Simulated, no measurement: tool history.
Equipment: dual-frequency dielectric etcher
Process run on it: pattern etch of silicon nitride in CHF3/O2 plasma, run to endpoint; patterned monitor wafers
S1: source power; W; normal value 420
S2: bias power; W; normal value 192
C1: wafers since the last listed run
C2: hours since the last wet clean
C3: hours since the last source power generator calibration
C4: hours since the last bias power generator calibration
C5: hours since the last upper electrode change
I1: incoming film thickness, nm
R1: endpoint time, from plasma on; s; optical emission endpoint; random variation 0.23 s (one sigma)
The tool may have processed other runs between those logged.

| run | hour | S1 | S2 | C1 | C2 | C3 | C4 | C5 | I1 | R1 |
|---|---|---|---|---|---|---|---|---|---|---|
| 1 | 0.0 | 390 | 192 | 0 | 297.7 | 2030.1 | 3928.3 | 4958.5 | 54.5 | 43.3 |
| 2 | 8.5 | 420 | 192 | 80 | 306.2 | 2038.6 | 3936.8 | 4967.0 | 54.8 | 42.6 |
| 3 | 22.1 | 420 | 192 | 128 | 319.8 | 2052.2 | 3950.4 | 4980.6 | 54.2 | 42.1 |
| 4 | 34.2 | 420 | 192 | 114 | 331.9 | 2064.3 | 3962.5 | 4992.7 | 54.0 | 41.6 |
| 5 | 49.6 | 420 | 163 | 145 | 347.3 | 2079.7 | 3977.9 | 5008.1 | 54.3 | 44.4 |
| 6 | 67.5 | 420 | 163 | 169 | 365.2 | 2097.6 | 3995.8 | 5026.0 | 54.8 | 44.4 |
| 7 | 80.8 | 420 | 163 | 125 | 378.5 | 2110.9 | 4009.1 | 5039.3 | 55.0 | 44.8 |
| 8 | 93.7 | 420 | 192 | 121 | 391.4 | 2123.8 | 4022.0 | 5052.2 | 54.5 | 41.9 |
| 9 | 106.0 | 420 | 192 | 116 | 403.7 | 2136.1 | 4034.3 | 5064.5 | 55.3 | 42.8 |
| 10 | 118.7 | 420 | 192 | 120 | 416.4 | 2148.8 | 4047.0 | 5077.2 | 54.4 | 42.1 |
| 11 | 126.4 | 420 | 192 | 72 | 424.1 | 2156.5 | 4054.7 | 5084.9 | 55.0 | 42.1 |
| 12 | 140.5 | 470 | 209 | 133 | 438.2 | 2170.6 | 4068.8 | 5099.0 | 54.3 | 38.9 |
| 13 | 154.5 | 420 | 220 | 132 | 452.2 | 2184.6 | 4082.8 | 5113.0 | 54.8 | 40.2 |
| 14 | 167.6 | 420 | 233 | 123 | 465.3 | 2197.7 | 4095.9 | 5126.1 | 55.1 | 39.5 |
| 15 | 174.7 | 390 | 211 | 67 | 472.4 | 2204.8 | 4103.0 | 5133.2 | 54.8 | 41.7 |
| 16 | 187.5 | 330 | 146 | 121 | 485.2 | 2217.6 | 4115.8 | 5146.0 | 55.3 | 51.6 |
| 17 | 196.5 | 420 | 192 | 85 | 494.2 | 2226.6 | 4124.8 | 5155.0 | 54.3 | 41.5 |
| 18 | 204.5 | 480 | 230 | 75 | 502.2 | 2234.6 | 4132.8 | 5163.0 | 54.5 | 37.2 |
|  | 215.9 | bias power generator calibrated |
| 19 | 216.8 | 420 | 192 | 78 | 514.5 | 2246.9 | 0.9 | 5175.3 | 54.5 | 41.8 |
| 20 | 228.8 | 330 | 225 | 113 | 526.5 | 2258.9 | 12.9 | 5187.3 | 54.7 | 44.0 |
| 21 | 243.1 | 390 | 211 | 135 | 540.8 | 2273.2 | 27.2 | 5201.6 | 54.2 | 41.4 |
| 22 | 255.2 | 470 | 169 | 114 | 552.9 | 2285.3 | 39.3 | 5213.7 | 54.1 | 40.8 |
|  | 265.4 | source power generator calibrated |
|  | 284.0 | upper electrode replaced |
|  | 286.4 | wet clean of the chamber |
| 23 | 286.9 | 420 | 232 | 63 | 0.5 | 21.5 | 71.0 | 2.9 | 55.0 | 40.5 |
| 24 | 287.3 | 350 | 175 | 3 | 0.9 | 21.9 | 71.4 | 3.3 | 54.5 | 48.4 |
| 25 | 289.8 | 420 | 192 | 23 | 3.4 | 24.4 | 73.9 | 5.8 | 54.9 | 43.6 |
| 26 | 304.8 | 450 | 209 | 141 | 18.4 | 39.4 | 88.9 | 20.8 | 54.2 | 40.3 |
| 27 | 317.7 | 420 | 177 | 121 | 31.3 | 52.3 | 101.8 | 33.7 | 54.3 | 43.6 |
| 28 | 334.3 | 390 | 217 | 156 | 47.9 | 68.9 | 118.4 | 50.3 | 54.6 | 42.5 |

What will run 29 give?
| 29 | 386.0 | 360 | 192 | 488 | 99.6 | 120.6 | 170.1 | 102.0 | 54.4 | ? |

Run 29 gave R1 46.1 s.
The same run, on a tool lacking any hidden state, would have yielded R1 46.2 s.
